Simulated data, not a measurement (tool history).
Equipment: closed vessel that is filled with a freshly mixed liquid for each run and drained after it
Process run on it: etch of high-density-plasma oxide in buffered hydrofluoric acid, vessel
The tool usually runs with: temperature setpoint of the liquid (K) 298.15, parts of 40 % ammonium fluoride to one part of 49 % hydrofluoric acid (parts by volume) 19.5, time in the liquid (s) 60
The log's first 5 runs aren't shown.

run	hour	temperature setpoint of the liquid (K)	parts of 40 % ammonium fluoride to one part of 49 % hydrofluoric acid (parts by volume)	time in the liquid (s)	read-back film thickness of the high-density-plasma oxide reference wafer, read on the same gauge (nm)	thickness taken off the high-density-plasma oxide on a monitor wafer (angstrom)
# hour 252.4: hydrofluoric acid flow meter replaced
6	306.0	298.15	19.5	60	103.30	406.5
7	358.0	298.15	14.0	60	103.34	559.7
8	422.5	298.15	14.0	60	103.41	561.5
9	472.2	298.15	14.0	60	103.49	561.5
10	529.5	298.15	19.5	60	103.48	407.1
11	645.4	298.15	19.5	60	103.65	405.0
12	675.5	298.15	19.5	60	103.59	405.7
13	734.4	295.65	22.5	60	103.67	319.3
14	927.0	295.65	22.5	60	103.80	317.8
15	990.8	300.15	15.0	60	103.73	588.3
# hour 1037.0: gauge calibrated
16	1038.1	298.15	19.5	60	100.30	393.7
17	1066.5	293.65	13.0	30	100.45	229.1
18	1133.9	300.65	27.0	60	100.83	359.4
# hour 1170.1: hydrofluoric acid flow meter replaced
19	1173.1	298.15	19.5	60	101.03	396.2
20	1201.8	299.65	24.5	35	101.21	213.4
21	1268.6	296.65	19.5	60	101.45	368.5
22	1329.1	296.15	25.0	60	101.73	299.4
23	1365.2	300.65	27.0	60	101.85	362.2
# hour 1400.3: thermometer replaced
24	1405.1	299.65	16.0	30	102.04	264.4
25	1449.1	301.15	19.5	85	102.17	666.4
26	1492.9	298.15	19.5	60	102.31	397.7
27	1559.0	301.65	14.0	40	102.51	450.9
28	1594.3	298.15	19.5	60	102.51	403.8
29	1660.4	298.15	19.5	30	102.72	201.2

What does the tool deliver on the next run?
30	1790.4	298.15	14.5	95	?	?

Run 30 yielded read-back film thickness of the high-density-plasma oxide reference wafer, read on the same gauge (nm) 102.99, thickness taken off the high-density-plasma oxide on a monitor wafer (angstrom) 856.3.
Minus the tool's unlogged condition, the same run would have read thickness taken off the high-density-plasma oxide on a monitor wafer (angstrom) 831.4.

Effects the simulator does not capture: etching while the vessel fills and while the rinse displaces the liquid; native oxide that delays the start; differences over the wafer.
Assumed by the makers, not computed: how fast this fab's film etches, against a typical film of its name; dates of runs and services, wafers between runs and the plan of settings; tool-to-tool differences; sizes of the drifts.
